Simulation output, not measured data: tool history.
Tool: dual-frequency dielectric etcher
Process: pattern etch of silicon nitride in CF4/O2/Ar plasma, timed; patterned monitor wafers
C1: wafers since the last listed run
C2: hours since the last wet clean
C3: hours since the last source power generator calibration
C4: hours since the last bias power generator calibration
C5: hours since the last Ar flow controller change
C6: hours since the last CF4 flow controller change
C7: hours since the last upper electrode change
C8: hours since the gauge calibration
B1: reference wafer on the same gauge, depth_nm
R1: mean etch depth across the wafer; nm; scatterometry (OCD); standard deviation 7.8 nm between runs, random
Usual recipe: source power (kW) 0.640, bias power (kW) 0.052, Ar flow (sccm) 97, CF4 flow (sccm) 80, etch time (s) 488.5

{"run": 1, "hour": 0.0, "source power (kW)": 0.59, "bias power (kW)": 0.052, "Ar flow (sccm)": 97, "CF4 flow (sccm)": 80, "etch time (s)": 488.5, "C1": 0, "C2": 303.5, "C3": 3321.3, "C4": 2694.1, "C5": 5860.6, "C6": 143.2, "C7": 3044.6, "C8": 470.4, "B1": 982.5, "R1": 986.2}
{"run": 2, "hour": 48.6, "source power (kW)": 0.64, "bias power (kW)": 0.052, "Ar flow (sccm)": 97, "CF4 flow (sccm)": 80, "etch time (s)": 356.5, "C1": 129, "C2": 352.1, "C3": 3369.9, "C4": 2742.7, "C5": 5909.2, "C6": 191.8, "C7": 3093.2, "C8": 519.0, "B1": 980.9, "R1": 783.9}
{"run": 3, "hour": 143.1, "source power (kW)": 0.64, "bias power (kW)": 0.052, "Ar flow (sccm)": 97, "CF4 flow (sccm)": 80, "etch time (s)": 488.5, "C1": 252, "C2": 446.6, "C3": 3464.4, "C4": 2837.2, "C5": 6003.7, "C6": 286.3, "C7": 3187.7, "C8": 613.5, "B1": 980.9, "R1": 1075.1}
{"run": 4, "hour": 243.3, "source power (kW)": 0.64, "bias power (kW)": 0.052, "Ar flow (sccm)": 97, "CF4 flow (sccm)": 80, "etch time (s)": 360.0, "C1": 267, "C2": 546.8, "C3": 3564.6, "C4": 2937.4, "C5": 6103.9, "C6": 386.5, "C7": 3287.9, "C8": 713.7, "B1": 979.9, "R1": 785.0}
{"hour": 298.4, "done": "wet clean of the chamber"}
{"run": 5, "hour": 300.3, "source power (kW)": 0.7, "bias power (kW)": 0.048, "Ar flow (sccm)": 83, "CF4 flow (sccm)": 61, "etch time (s)": 488.5, "C1": 88, "C2": 1.9, "C3": 3621.6, "C4": 2994.4, "C5": 6160.9, "C6": 443.5, "C7": 3344.9, "C8": 770.7, "B1": 978.0, "R1": 1164.2}
{"hour": 358.1, "done": "upper electrode replaced"}
{"run": 6, "hour": 394.3, "source power (kW)": 0.64, "bias power (kW)": 0.042, "Ar flow (sccm)": 82, "CF4 flow (sccm)": 80, "etch time (s)": 590.0, "C1": 187, "C2": 95.9, "C3": 3715.6, "C4": 3088.4, "C5": 6254.9, "C6": 537.5, "C7": 36.2, "C8": 864.7, "B1": 981.6, "R1": 1225.6}
{"hour": 467.6, "done": "bias power generator calibrated"}
{"run": 7, "hour": 480.7, "source power (kW)": 0.64, "bias power (kW)": 0.052, "Ar flow (sccm)": 97, "CF4 flow (sccm)": 80, "etch time (s)": 540.0, "C1": 220, "C2": 182.3, "C3": 3802.0, "C4": 13.1, "C5": 6341.3, "C6": 623.9, "C7": 122.6, "C8": 951.1, "B1": 980.5, "R1": 1232.5}
{"run": 8, "hour": 576.7, "source power (kW)": 0.64, "bias power (kW)": 0.052, "Ar flow (sccm)": 97, "CF4 flow (sccm)": 80, "etch time (s)": 488.5, "C1": 256, "C2": 278.3, "C3": 3898.0, "C4": 109.1, "C5": 6437.3, "C6": 719.9, "C7": 218.6, "C8": 1047.1, "B1": 978.7, "R1": 1121.3}
{"run": 9, "hour": 629.5, "source power (kW)": 0.64, "bias power (kW)": 0.052, "Ar flow (sccm)": 97, "CF4 flow (sccm)": 80, "etch time (s)": 488.5, "C1": 141, "C2": 331.1, "C3": 3950.8, "C4": 161.9, "C5": 6490.1, "C6": 772.7, "C7": 271.4, "C8": 1099.9, "B1": 979.1, "R1": 1106.7}
{"hour": 680.8, "done": "Ar flow controller replaced"}
{"run": 10, "hour": 699.6, "source power (kW)": 0.64, "bias power (kW)": 0.044, "Ar flow (sccm)": 97, "CF4 flow (sccm)": 80, "etch time (s)": 416.5, "C1": 171, "C2": 401.2, "C3": 4020.9, "C4": 232.0, "C5": 18.8, "C6": 842.8, "C7": 341.5, "C8": 1170.0, "B1": 979.7, "R1": 878.8}

Estimate the outcome of run 11 from the log above:
{"hour": 755.5, "done": "source power generator calibrated"}
{"run": 11, "hour": 827.5, "source power (kW)": 0.64, "bias power (kW)": 0.052, "Ar flow (sccm)": 97, "CF4 flow (sccm)": 80, "etch time (s)": 488.5, "C1": 331, "C2": 529.1, "C3": 72.0, "C4": 359.9, "C5": 146.7, "C6": 970.7, "C7": 469.4, "C8": 1297.9, "B1": "?", "R1": "?"}

{"run 11": {"B1": 980.5, "R1": 1077.5}}
Take away the tool's hidden state, keep the run-to-run variation as it was, and the same run would have given R1 1123.1 nm.

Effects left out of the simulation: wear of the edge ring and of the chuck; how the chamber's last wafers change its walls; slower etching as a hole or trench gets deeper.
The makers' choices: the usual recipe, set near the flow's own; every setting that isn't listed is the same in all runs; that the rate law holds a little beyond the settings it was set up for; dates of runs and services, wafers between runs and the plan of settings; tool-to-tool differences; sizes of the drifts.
